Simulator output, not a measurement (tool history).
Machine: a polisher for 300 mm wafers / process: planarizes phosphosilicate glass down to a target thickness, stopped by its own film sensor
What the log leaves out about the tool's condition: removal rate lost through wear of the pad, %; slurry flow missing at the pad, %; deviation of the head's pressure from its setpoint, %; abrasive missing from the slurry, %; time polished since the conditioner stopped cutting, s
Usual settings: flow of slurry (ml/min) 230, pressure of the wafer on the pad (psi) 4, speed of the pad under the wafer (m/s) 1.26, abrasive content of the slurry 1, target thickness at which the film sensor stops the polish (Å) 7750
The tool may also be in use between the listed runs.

run     day  flow of slurry (ml/min)  pressure of the wafer on the pad (psi)  speed of the pad under the wafer (m/s)  abrasive content of the slurry  target thickness at which the film sensor stops the polish (Å)  wafers since the last listed run  wafers polished on this pad  hours since the slurry nozzle was cleaned  hours since the head pressure was calibrated  hours since the slurry blender was calibrated  hours since the conditioning disc was replaced  incoming thickness of the incoming film, nm  time until the film sensor stopped the polish (s)
  1       0                      245                                       4                                    1.26                               1                                                            7750                                 0                          217                                       78.9                                        1044.5                                          373.5                                           111.3                                       1827.3                                              106.9
      1.079  -- slurry blender recalibrated
  2   2.162                      245                                       4                                    1.26                               1                                                            7750                               478                          696                                      130.8                                        1096.4                                             26                                           163.2                                       1834.9                                              115.8
  3   3.925                      245                                       4                                    1.26                               1                                                            7750                               405                         1101                                      173.1                                        1138.7                                           68.3                                           205.5                                       1816.1                                              115.6
  4   6.767                      230                                       4                                    1.26                               1                                                            7750                               654                         1756                                      241.3                                        1206.9                                          136.5                                           273.7                                       1816.7                                              122.4
  5   7.858                      290                                       4                                    1.04                             1.2                                                           11360                               251                         2007                                      267.5                                        1233.1                                          162.7                                           299.9                                       1807.6                                               83.4
  6  10.792                      275                                       4                                    0.94                               1                                                            4550                               675                         2683                                      337.9                                        1303.5                                          233.1                                           370.3                                       1800.5                                              187.9
  7  12.771                      230                                       5                                    1.02                            1.25                                                            7750                               455                         3139                                      385.4                                          1351                                          280.6                                           417.8                                       1795.4                                                106
     13.708  -- conditioning disc replaced and pad reconditioned
  8  14.558                      275                                       4                                    1.04                               1                                                            7750                               392                         3531                                      428.3                                        1393.9                                          323.5                                            20.4                                       1779.4                                                120
     15.025  -- worn pad replaced by a new one
  9  15.562                      230                                       4                                    1.26                               1                                                            7750                               192                          123                                      452.4                                          1418                                          347.6                                            44.5                                       1841.5                                              105.1
 10  17.621                      230                                       4                                    1.26                               1                                                           10860                               474                          597                                      501.8                                        1467.4                                            397                                            93.9                                       1821.4                                               76.7
     18.542  -- slurry blender recalibrated
 11  19.308                      230                                       4                                    1.26                               1                                                            7750                               369                          967                                      542.3                                        1507.9                                           18.4                                           134.4                                       1796.2                                              109.2
     20.621  -- head pressure recalibrated
 12  21.738                      230                                     5.1                                    0.98                            0.75                                                            9520                               540                         1507                                      600.6                                          26.8                                           76.7                                           192.7                                       1817.5                                              100.7
 13  23.292                      245                                       4                                    1.26                               1                                                            7750                               357                         1865                                      637.9                                          64.1                                            114                                             230                                       1808.9                                              117.2
 14  25.362                      230                                       4                                    1.26                             0.8                                                            7750                               476                         2342                                      687.6                                         113.8                                          163.7                                           279.7                                       1833.4                                              135.3
 15  26.704                      230                                     3.5                                    1.26                               1                                                            7750                               309                         2651                                      719.8                                           146                                          195.9                                           311.9                                       1781.2                                              133.3
 16  29.525                      285                                       4                                     1.7                            0.85                                                            9710                               649                         3300                                      787.5                                         213.7                                          263.6                                           379.6                                       1821.6                                               87.4
 17  30.542                      230                                       4                                    1.68                               1                                                            7750                               234                         3535                                      811.9                                         238.1                                            288                                             404                                       1819.1                                              103.7
     31.671  -- conditioning disc replaced and pad reconditioned
 18  31.692                      230                                       4                                    1.54                            1.25                                                            7750                               245                         3780                                      839.5                                         265.7                                          315.6                                             0.5                                       1808.2                                               91.3
     32.333  -- worn pad replaced by a new one
 19  34.533                      230                                       4                                    1.26                               1                                                            7750                               616                          506                                      907.7                                         333.9                                          383.8                                            68.7                                       1825.2                                              108.7
     36.329  -- slurry nozzle cleaned
     36.821  -- slurry blender recalibrated
 20  36.842                      230                                       4                                    1.26                               1                                                            7750                               502                         1009                                       12.3                                         389.3                                            0.5                                           124.1                                       1787.4                                              112.2
 21    38.1                      230                                       4                                    1.26                               1                                                            7750                               289                         1299                                       42.5                                         419.5                                           30.7                                           154.3                                       1798.1                                              114.4

Run 22, settings as shown, results not yet in. Your forecast:
 22  41.046                      230                                     5.3                                       1                               1                                                            7750                               678                         1977                                      113.2                                         490.2                                          101.4                                             225                                       1797.3                                                  ?

{"run 22": {"time until the film sensor stopped the polish (s)": 108.8}}
Minus the tool's unlogged condition, the same run would have read time until the film sensor stopped the polish (s) 82.4.
